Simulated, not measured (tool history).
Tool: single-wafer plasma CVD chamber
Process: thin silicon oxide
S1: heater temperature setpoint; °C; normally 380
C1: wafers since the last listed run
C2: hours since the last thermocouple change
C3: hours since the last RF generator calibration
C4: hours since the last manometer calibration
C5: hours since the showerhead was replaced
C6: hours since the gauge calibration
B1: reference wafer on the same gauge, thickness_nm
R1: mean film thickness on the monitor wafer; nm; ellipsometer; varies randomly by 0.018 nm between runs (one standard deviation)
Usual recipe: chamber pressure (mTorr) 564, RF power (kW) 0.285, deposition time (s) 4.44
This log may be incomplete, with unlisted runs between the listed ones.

run 1 hour=0 | S1=380 chamber_pressure_(mTorr)=564 RF_power_(kW)=0.285 deposition_time_(s)=4.44 | C1=0 C2=1541.7 C3=774.6 C4=975.8 C5=6008.4 C6=2244.9 | B1=5.995 | R1=5.45
run 2 hour=147.9 | S1=380 chamber_pressure_(mTorr)=564 RF_power_(kW)=0.285 deposition_time_(s)=4.44 | C1=2885 C2=1689.6 C3=922.5 C4=1123.7 C5=6156.3 C6=2392.8 | B1=5.991 | R1=5.484
run 3 hour=174.9 | S1=392 chamber_pressure_(mTorr)=564 RF_power_(kW)=0.285 deposition_time_(s)=4.44 | C1=526 C2=1716.6 C3=949.5 C4=1150.7 C5=6183.3 C6=2419.8 | B1=5.991 | R1=5.43
run 4 hour=221.3 | S1=392 chamber_pressure_(mTorr)=564 RF_power_(kW)=0.285 deposition_time_(s)=4.44 | C1=905 C2=1763 C3=995.9 C4=1197.1 C5=6229.7 C6=2466.2 | B1=5.985 | R1=5.388
run 5 hour=260.2 | S1=392 chamber_pressure_(mTorr)=564 RF_power_(kW)=0.285 deposition_time_(s)=4.44 | C1=758 C2=1801.9 C3=1034.8 C4=1236 C5=6268.6 C6=2505.1 | B1=5.991 | R1=5.436
-- hour=274 thermocouple changed; heater temperature recalibrated
run 6 hour=372.5 | S1=380 chamber_pressure_(mTorr)=498 RF_power_(kW)=0.285 deposition_time_(s)=4.44 | C1=2034 C2=98.5 C3=1147.1 C4=1348.3 C5=6380.9 C6=2617.4 | B1=5.991 | R1=4.853
run 7 hour=432.4 | S1=380 chamber_pressure_(mTorr)=564 RF_power_(kW)=0.285 deposition_time_(s)=4.44 | C1=1168 C2=158.4 C3=1207 C4=1408.2 C5=6440.8 C6=2677.3 | B1=5.988 | R1=5.458
run 8 hour=491 | S1=380 chamber_pressure_(mTorr)=564 RF_power_(kW)=0.285 deposition_time_(s)=4.44 | C1=1143 C2=217 C3=1265.6 C4=1466.8 C5=6499.4 C6=2735.9 | B1=5.991 | R1=5.478
run 9 hour=561.2 | S1=380 chamber_pressure_(mTorr)=564 RF_power_(kW)=0.285 deposition_time_(s)=4.44 | C1=1369 C2=287.2 C3=1335.8 C4=1537 C5=6569.6 C6=2806.1 | B1=5.991 | R1=5.509
run 10 hour=627.6 | S1=380 chamber_pressure_(mTorr)=424 RF_power_(kW)=0.285 deposition_time_(s)=4.94 | C1=1295 C2=353.6 C3=1402.2 C4=1603.4 C5=6636 C6=2872.5 | B1=5.99 | R1=4.577
-- hour=659.9 gauge calibrated
-- hour=680.9 capacitance manometer re-zeroed and calibrated
run 11 hour=768.8 | S1=380 chamber_pressure_(mTorr)=522 RF_power_(kW)=0.23 deposition_time_(s)=4.44 | C1=2598 C2=494.8 C3=1543.4 C4=87.9 C5=6777.2 C6=108.9 | B1=5.992 | R1=4.484
run 12 hour=840.5 | S1=380 chamber_pressure_(mTorr)=564 RF_power_(kW)=0.285 deposition_time_(s)=4.44 | C1=1398 C2=566.5 C3=1615.1 C4=159.6 C5=6848.9 C6=180.6 | B1=5.99 | R1=5.438
-- hour=851.1 showerhead replaced, of another model than before
run 13 hour=882.1 | S1=380 chamber_pressure_(mTorr)=564 RF_power_(kW)=0.26 deposition_time_(s)=3.84 | C1=655 C2=608.1 C3=1656.7 C4=201.2 C5=31 C6=222.2 | B1=5.99 | R1=4.346
run 14 hour=940.7 | S1=380 chamber_pressure_(mTorr)=564 RF_power_(kW)=0.285 deposition_time_(s)=4.44 | C1=1143 C2=666.7 C3=1715.3 C4=259.8 C5=89.6 C6=280.8 | B1=5.988 | R1=5.431
run 15 hour=968.1 | S1=380 chamber_pressure_(mTorr)=498 RF_power_(kW)=0.285 deposition_time_(s)=4.44 | C1=534 C2=694.1 C3=1742.7 C4=287.2 C5=117 C6=308.2 | B1=5.987 | R1=5.045
run 16 hour=1028.9 | S1=380 chamber_pressure_(mTorr)=564 RF_power_(kW)=0.285 deposition_time_(s)=4.44 | C1=1186 C2=754.9 C3=1803.5 C4=348 C5=177.8 C6=369 | B1=5.99 | R1=5.444
run 17 hour=1068.2 | S1=380 chamber_pressure_(mTorr)=564 RF_power_(kW)=0.285 deposition_time_(s)=4.44 | C1=766 C2=794.2 C3=1842.8 C4=387.3 C5=217.1 C6=408.3 | B1=5.987 | R1=5.423
run 18 hour=1095.4 | S1=376 chamber_pressure_(mTorr)=484 RF_power_(kW)=0.24 deposition_time_(s)=4.94 | C1=530 C2=821.4 C3=1870 C4=414.5 C5=244.3 C6=435.5 | B1=5.988 | R1=4.777
run 19 hour=1158.1 | S1=375 chamber_pressure_(mTorr)=443 RF_power_(kW)=0.265 deposition_time_(s)=4.87 | C1=1223 C2=884.1 C3=1932.7 C4=477.2 C5=307 C6=498.2 | B1=5.986 | R1=4.867
-- hour=1184 RF generator calibrated
run 20 hour=1221.6 | S1=374 chamber_pressure_(mTorr)=632 RF_power_(kW)=0.23 deposition_time_(s)=3.84 | C1=1082 C2=947.6 C3=37.6 C4=540.7 C5=370.5 C6=561.7 | B1=5.99 | R1=4.168
run 21 hour=1263 | S1=380 chamber_pressure_(mTorr)=564 RF_power_(kW)=0.285 deposition_time_(s)=4.44 | C1=807 C2=989 C3=79 C4=582.1 C5=411.9 C6=603.1 | B1=5.985 | R1=5.45
run 22 hour=1332.5 | S1=380 chamber_pressure_(mTorr)=564 RF_power_(kW)=0.285 deposition_time_(s)=4.44 | C1=1355 C2=1058.5 C3=148.5 C4=651.6 C5=481.4 C6=672.6 | B1=5.993 | R1=5.453
run 23 hour=1387.3 | S1=367 chamber_pressure_(mTorr)=564 RF_power_(kW)=0.285 deposition_time_(s)=4.8 | C1=1069 C2=1113.3 C3=203.3 C4=706.4 C5=536.2 C6=727.4 | B1=5.981 | R1=5.91
run 24 hour=1434.6 | S1=385 chamber_pressure_(mTorr)=564 RF_power_(kW)=0.285 deposition_time_(s)=4.44 | C1=922 C2=1160.6 C3=250.6 C4=753.7 C5=583.5 C6=774.7 | B1=5.987 | R1=5.429
run 25 hour=1478.9 | S1=380 chamber_pressure_(mTorr)=564 RF_power_(kW)=0.285 deposition_time_(s)=4.44 | C1=864 C2=1204.9 C3=294.9 C4=798 C5=627.8 C6=819 | B1=5.991 | R1=5.443
run 26 hour=1536.1 | S1=380 chamber_pressure_(mTorr)=564 RF_power_(kW)=0.285 deposition_time_(s)=4.44 | C1=1115 C2=1262.1 C3=352.1 C4=855.2 C5=685 C6=876.2 | B1=5.992 | R1=5.46
run 27 hour=1596.9 | S1=369 chamber_pressure_(mTorr)=564 RF_power_(kW)=0.285 deposition_time_(s)=4.44 | C1=1186 C2=1322.9 C3=412.9 C4=916 C5=745.8 C6=937 | B1=5.992 | R1=5.487
run 28 hour=1787.9 | S1=380 chamber_pressure_(mTorr)=469 RF_power_(kW)=0.315 deposition_time_(s)=4.44 | C1=3726 C2=1513.9 C3=603.9 C4=1107 C5=936.8 C6=1128 | B1=5.986 | R1=5.197

Run 29 is up next; what results do you expect?
run 29 hour=1831.3 | S1=380 chamber_pressure_(mTorr)=477 RF_power_(kW)=0.23 deposition_time_(s)=5.12 | C1=846 C2=1557.3 C3=647.3 C4=1150.4 C5=980.2 C6=1171.4 | B1=? | R1=?

{"run 29": {"B1": 5.99, "R1": 4.708}}
Minus the tool's unlogged condition, the same run would have read R1 4.662 nm.
